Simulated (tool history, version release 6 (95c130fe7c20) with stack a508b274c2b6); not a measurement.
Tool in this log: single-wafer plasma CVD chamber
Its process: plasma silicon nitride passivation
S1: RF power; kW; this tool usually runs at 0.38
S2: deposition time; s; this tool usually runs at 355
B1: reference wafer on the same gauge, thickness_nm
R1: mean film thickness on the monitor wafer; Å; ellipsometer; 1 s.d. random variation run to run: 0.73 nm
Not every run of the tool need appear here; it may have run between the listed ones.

run	hour	S1	S2	B1	R1
1	0	0.38	355	461.045	4684.72
2	11.6	0.38	355	461.222	4686.16
3	25	0.38	355	460.751	4690.46
4	33.1	0.38	355	461.204	4693.1
5	43.5	0.38	355	460.938	4689.47
6	57.5	0.38	355	460.718	4685.72
7	64.6	0.38	323	460.852	4266.14
8	77.2	0.38	355	461.299	4703.85
9	84.8	0.38	355	461.12	4682.53
10	98	0.38	355	460.996	4676.11
11	106.3	0.435	399	461.331	5494.53
12	118.4	0.435	399	461.097	5518.19
# hour 121.9: gauge calibrated
# hour 137.4: showerhead replaced
13	137.9	0.38	355	460.905	4674.67
14	151.5	0.335	421	461.014	5334.86
15	165.3	0.355	290	461.082	3741.39
# hour 203.1: RF generator calibrated
16	212	0.445	426	461.084	6086.93
17	224.2	0.38	355	461.01	4825.1
18	231	0.435	399	461.269	5668.5
19	244.3	0.445	375	461.09	5360.35
20	258.2	0.445	392	460.934	5592
21	266.9	0.38	355	460.754	4810.53
22	278.3	0.355	425	461.19	5626.43
23	285.6	0.445	326	460.755	4643.46
24	293.6	0.44	355	461.047	5035.07
25	301.3	0.4	328	461.213	4526.41

Below are 3 alternative next runs, each starting from the tool's condition after run 25. Predict each:
A	301.8	0.38	301	?	?
B	301.8	0.345	299	?	?
C	301.8	0.4	373	?	?

run	B1	R1
A	460.994	4072.27
B	460.994	3917.88
C	460.994	5132.14
Stripped of hidden state, with their random variation kept, the same runs would have yielded:
run	R1
A	4097.45
B	3942.1
C	5163.87

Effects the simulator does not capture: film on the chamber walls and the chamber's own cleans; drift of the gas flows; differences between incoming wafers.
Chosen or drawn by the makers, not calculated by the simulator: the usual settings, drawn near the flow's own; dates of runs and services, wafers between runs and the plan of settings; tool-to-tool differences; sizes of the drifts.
